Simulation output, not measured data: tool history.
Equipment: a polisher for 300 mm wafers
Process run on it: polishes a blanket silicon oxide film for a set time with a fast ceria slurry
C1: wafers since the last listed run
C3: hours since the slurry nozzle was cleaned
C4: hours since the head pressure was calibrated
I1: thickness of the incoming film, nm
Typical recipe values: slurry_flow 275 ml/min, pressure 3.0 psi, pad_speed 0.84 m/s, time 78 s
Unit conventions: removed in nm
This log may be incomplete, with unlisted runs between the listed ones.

Run 1, hour 0.0: usual settings; C1 0; wafers polished on this pad 3654; C3 170.0; C4 276.5; I1 3572.4. Result: removed 1012.6 nm.
At hour 8.0: worn pad replaced by a new one.
Run 2, hour 54.7: usual settings; C1 457; wafers polished on this pad 421; C3 224.7; C4 331.2; I1 3589.7. Result: removed 1023.0 nm.
Run 3, hour 81.2: usual settings; C1 239; wafers polished on this pad 660; C3 251.2; C4 357.7; I1 3579.9. Result: removed 1024.8 nm.
Run 4, hour 158.5: usual settings; C1 697; wafers polished on this pad 1358; C3 328.5; C4 435.0; I1 3548.1. Result: removed 1045.8 nm.
At hour 226.0: head pressure recalibrated.
At hour 253.1: slurry nozzle cleaned.
Run 5, hour 270.9: usual settings; C1 987; wafers polished on this pad 2345; C3 17.8; C4 44.9; I1 3552.8. Result: removed 1011.9 nm.
Run 6, hour 342.6: usual settings; C1 647; wafers polished on this pad 2993; C3 89.5; C4 116.6; I1 3627.6. Result: removed 999.9 nm.
Run 7, hour 392.9: usual settings; C1 454; wafers polished on this pad 3447; C3 139.8; C4 166.9; I1 3600.7. Result: removed 1010.9 nm.
Run 8, hour 454.4: usual settings but slurry_flow 220 ml/min; C1 555; wafers polished on this pad 4002; C3 201.3; C4 228.4; I1 3586.0. Result: removed 996.5 nm.
At hour 459.3: worn pad replaced by a new one.
Run 9, hour 484.5: usual settings but slurry_flow 220 ml/min; C1 235; wafers polished on this pad 227; C3 231.4; C4 258.5; I1 3520.7. Result: removed 980.0 nm.
Run 10, hour 525.4: usual settings but slurry_flow 220 ml/min; C1 369; wafers polished on this pad 596; C3 272.3; C4 299.4; I1 3629.2. Result: removed 1018.6 nm.
Run 11, hour 559.6: usual settings but slurry_flow 255 ml/min; C1 308; wafers polished on this pad 905; C3 306.5; C4 333.6; I1 3567.7. Result: removed 1014.3 nm.
Run 12, hour 628.5: usual settings but slurry_flow 255 ml/min; C1 621; wafers polished on this pad 1527; C3 375.4; C4 402.5; I1 3516.9. Result: removed 1021.6 nm.
Run 13, hour 686.8: usual settings but slurry_flow 255 ml/min; C1 526; wafers polished on this pad 2053; C3 433.7; C4 460.8; I1 3531.3. Result: removed 1049.1 nm.
At hour 723.8: head pressure recalibrated.
At hour 725.6: slurry nozzle cleaned.
Run 14, hour 736.9: usual settings; C1 425; wafers polished on this pad 2479; C3 11.3; C4 13.1; I1 3632.0. Result: removed 996.5 nm.
Run 15, hour 793.4: usual settings but pressure 3.7 psi; C1 510; wafers polished on this pad 2989; C3 67.8; C4 69.6; I1 3591.2. Result: removed 1225.5 nm.
Run 16, hour 836.0: usual settings; C1 384; wafers polished on this pad 3373; C3 110.4; C4 112.2; I1 3595.9. Result: removed 1001.6 nm.
Run 17, hour 870.9: usual settings but slurry_flow 230 ml/min, pad_speed 0.56 m/s, time 103 s; C1 315; wafers polished on this pad 3688; C3 145.3; C4 147.1; I1 3557.9. Result: removed 876.7 nm.
Run 18, hour 919.9: usual settings; C1 442; wafers polished on this pad 4131; C3 194.3; C4 196.1; I1 3551.0. Result: removed 1012.4 nm.
Run 19, hour 951.7: usual settings but time 99 s; C1 287; wafers polished on this pad 4418; C3 226.1; C4 227.9; I1 3542.5. Result: removed 1286.6 nm.
At hour 955.8: worn pad replaced by a new one.
Run 20, hour 993.5: usual settings but slurry_flow 185 ml/min, pressure 3.8 psi; C1 341; wafers polished on this pad 340; C3 267.9; C4 269.7; I1 3536.7. Result: removed 1240.3 nm.
Run 21, hour 1042.8: usual settings but slurry_flow 200 ml/min, pad_speed 0.62 m/s; C1 445; wafers polished on this pad 785; C3 317.2; C4 319.0; I1 3629.1. Result: removed 726.6 nm.
Run 22, hour 1104.7: usual settings but slurry_flow 200 ml/min, pressure 3.8 psi, time 57 s; C1 558; wafers polished on this pad 1344; C3 379.1; C4 380.9; I1 3569.2. Result: removed 913.5 nm.
At hour 1122.1: slurry nozzle cleaned.
Run 23, hour 1196.6: usual settings but slurry_flow 350 ml/min, pressure 3.6 psi; C1 820; wafers polished on this pad 2164; C3 74.5; C4 472.8; I1 3607.5. Result: removed 1302.0 nm.
Run 24, hour 1257.3: usual settings but slurry_flow 245 ml/min, pressure 2.3 psi, pad_speed 0.66 m/s, time 67 s; C1 547; wafers polished on this pad 2712; C3 135.2; C4 533.5; I1 3512.5. Result: removed 536.3 nm.
Run 25, hour 1307.7: usual settings; C1 454; wafers polished on this pad 3167; C3 185.6; C4 583.9; I1 3598.2. Result: removed 1050.5 nm.
At hour 1362.7: head pressure recalibrated.
Run 26, hour 1378.1: usual settings but pad_speed 0.68 m/s, time 62 s; C1 617; wafers polished on this pad 3785; C3 256.0; C4 15.4; I1 3599.2. Result: removed 642.7 nm.
At hour 1399.8: worn pad replaced by a new one.
Run 27, hour 1439.7: usual settings but slurry_flow 190 ml/min, pressure 2.1 psi, time 98 s; C1 519; wafers polished on this pad 359; C3 317.6; C4 77.0; I1 3621.1. Result: removed 829.4 nm.
Run 28, hour 1475.3: usual settings; C1 321; wafers polished on this pad 681; C3 353.2; C4 112.6; I1 3610.5. Result: removed 1007.9 nm.
Run 29, hour 1506.5: usual settings but pad_speed 0.74 m/s; C1 281; wafers polished on this pad 962; C3 384.4; C4 143.8; I1 3563.4. Result: removed 896.6 nm.
Run 30, hour 1563.5: usual settings but slurry_flow 355 ml/min, time 96 s; C1 514; wafers polished on this pad 1477; C3 441.4; C4 200.8; I1 3537.1. Result: removed 1278.5 nm.
At hour 1579.7: slurry nozzle cleaned.
Run 31, hour 1593.4: usual settings but pressure 2.4 psi, time 90 s; C1 260; wafers polished on this pad 1738; C3 13.7; C4 230.7; I1 3624.3. Result: removed 938.4 nm.
Run 32, hour 1620.1: usual settings but pad_speed 0.62 m/s, time 56 s; C1 241; wafers polished on this pad 1979; C3 40.4; C4 257.4; I1 3599.1. Result: removed 537.4 nm.
Run 33, hour 1685.9: usual settings but slurry_flow 200 ml/min, pressure 2.4 psi, time 67 s; C1 593; wafers polished on this pad 2573; C3 106.2; C4 323.2; I1 3617.4. Result: removed 674.1 nm.
Run 34, hour 1712.0: usual settings but pad_speed 0.70 m/s; C1 235; wafers polished on this pad 2808; C3 132.3; C4 349.3; I1 3543.7. Result: removed 872.9 nm.
Run 35, hour 1761.6: usual settings but slurry_flow 330 ml/min, pad_speed 0.68 m/s, time 52 s; C1 447; wafers polished on this pad 3256; C3 181.9; C4 398.9; I1 3567.4. Result: removed 568.5 nm.
Run 36, hour 1809.1: usual settings; C1 428; wafers polished on this pad 3685; C3 229.4; C4 446.4; I1 3631.2. Result: removed 1045.9 nm.
Run 37, hour 1844.6: usual settings but pressure 2.7 psi, pad_speed 1.08 m/s; C1 320; wafers polished on this pad 4005; C3 264.9; C4 481.9; I1 3615.0. Result: removed 1232.0 nm.
Run 38, hour 1874.9: usual settings but pad_speed 0.68 m/s; C1 273; wafers polished on this pad 4279; C3 295.2; C4 512.2; I1 3535.4. Result: removed 861.6 nm.

Some steps in removed, run to run, broken into two amounts with sign: the step expected even without the hidden condition (settings, incoming material, random variation), and the rest, left for the hidden condition together with whatever gauge scatter is not in both the measured and the hidden-condition-free result:
What the log doesn't record here: removal rate lost through wear of the pad, %; slurry flow missing at the pad, %; deviation of the head's pressure from its setpoint, %.
Run 4 -> 5: head pressure recalibrated, slurry nozzle cleaned. removed -33.9 nm: hidden state -43.1, all else +9.2.
Run 13 -> 14: slurry_flow 255 -> 275, head pressure recalibrated, slurry nozzle cleaned. removed -52.6 nm: hidden state -64.0, all else +11.4.
Run 20 -> 21: slurry_flow 185 -> 200, pressure 3.8 -> 3.0, pad_speed 0.84 -> 0.62. removed -513.7 nm: hidden state -11.1, all else -502.6.
Run 23 -> 24: slurry_flow 350 -> 245, pressure 3.6 -> 2.3, pad_speed 0.84 -> 0.66, time 78 -> 67. removed -765.7 nm: hidden state -39.0, all else -726.7.
Run 24 -> 25: slurry_flow 245 -> 275, pressure 2.3 -> 3.0, pad_speed 0.66 -> 0.84, time 67 -> 78. removed +514.2 nm: hidden state +38.9, all else +475.3.
Run 25 -> 26: pad_speed 0.84 -> 0.68, time 78 -> 62, head pressure recalibrated. removed -407.8 nm: hidden state -72.2, all else -335.6.
